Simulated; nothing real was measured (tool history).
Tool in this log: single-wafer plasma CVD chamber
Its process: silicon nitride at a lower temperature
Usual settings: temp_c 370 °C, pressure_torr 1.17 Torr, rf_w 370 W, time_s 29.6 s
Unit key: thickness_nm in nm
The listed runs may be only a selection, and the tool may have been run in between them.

| run | hour | temp_c | pressure_torr | rf_w | time_s | read-back reference wafer on the same gauge, thickness_nm | thickness_nm |
|---|---|---|---|---|---|---|---|
| 1 | 0 | 382 | 1.17 | 370 | 29.6 | 40.513 | 35.311 |
| 2 | 98.2 | 382 | 1.17 | 370 | 29.6 | 40.478 | 35.034 |
| 3 | 196.4 | 370 | 1.17 | 370 | 29.6 | 40.431 | 35.037 |
| 4 | 255.5 | 370 | 1.17 | 370 | 29.6 | 40.522 | 35.239 |
| 5 | 306.1 | 377 | 1.17 | 370 | 27.4 | 40.494 | 32.422 |
| 6 | 353.7 | 370 | 1.17 | 370 | 29.6 | 40.456 | 35.152 |
| 7 | 407.6 | 370 | 1.17 | 370 | 29.6 | 40.486 | 34.971 |
| 8 | 470.5 | 370 | 1.17 | 370 | 29.6 | 40.531 | 35.068 |
| 9 | 515.8 | 370 | 1.17 | 370 | 29.6 | 40.584 | 34.789 |
| 10 | 576.5 | 370 | 1.17 | 370 | 29.6 | 40.48 | 34.881 |
| 11 | 653.9 | 370 | 1.17 | 370 | 29.6 | 40.507 | 34.778 |
| 12 | 712.8 | 366 | 1.17 | 370 | 29.6 | 40.48 | 35.019 |
|  | 728.7 | thermocouple changed; heater temperature recalibrated |
| 13 | 768.4 | 366 | 1.17 | 370 | 29.6 | 40.532 | 34.771 |
| 14 | 804.4 | 370 | 1.17 | 370 | 29.6 | 40.496 | 34.656 |
| 15 | 869 | 379 | 0.99 | 370 | 29.6 | 40.482 | 33.478 |
|  | 897.3 | capacitance manometer re-zeroed and calibrated |
| 16 | 923.1 | 370 | 1.17 | 370 | 29.6 | 40.517 | 34.892 |
|  | 980.6 | gauge calibrated |
| 17 | 1070.8 | 374 | 1.4 | 420 | 32.7 | 40.499 | 42.39 |
|  | 1125.8 | showerhead replaced |
| 18 | 1211.3 | 360 | 0.89 | 320 | 32.8 | 40.477 | 33.688 |
| 19 | 1297.2 | 376 | 1.35 | 400 | 32.9 | 40.591 | 41.413 |
| 20 | 1378.3 | 375 | 1.17 | 370 | 29.6 | 40.482 | 34.759 |
|  | 1490.4 | RF generator calibrated |
| 21 | 1546 | 370 | 1.32 | 325 | 29.6 | 40.494 | 34.649 |
| 22 | 1761.9 | 385 | 1.34 | 425 | 34.8 | 40.51 | 45.467 |
| 23 | 1839.1 | 370 | 1.17 | 370 | 29.6 | 40.508 | 35.364 |
| 24 | 1920.6 | 357 | 1.17 | 370 | 31.5 | 40.479 | 37.803 |
| 25 | 1980.6 | 379 | 0.99 | 370 | 29.6 | 40.496 | 33.683 |
| 26 | 2297.3 | 380 | 1.08 | 370 | 29.6 | 40.54 | 33.706 |

Predict each of these 4 candidate next runs independently; none follows another, all start after run 26:
| A | 2297.7 | 370 | 1.17 | 425 | 29.6 | ? | ? |
| B | 2297.7 | 370 | 1.17 | 315 | 29.6 | ? | ? |
| C | 2297.7 | 382 | 1.17 | 370 | 27.6 | ? | ? |
| D | 2297.7 | 358 | 1.17 | 425 | 32.7 | ? | ? |

| run | read-back reference wafer on the same gauge, thickness_nm | thickness_nm |
|---|---|---|
| A | 40.551 | 37.714 |
| B | 40.551 | 32.767 |
| C | 40.551 | 32.777 |
| D | 40.551 | 41.843 |
Stripped of hidden state, with their random variation kept, the same runs would have yielded:
| run | thickness_nm |
|---|---|
| A | 38.801 |
| B | 33.819 |
| C | 33.788 |
| D | 43.05 |
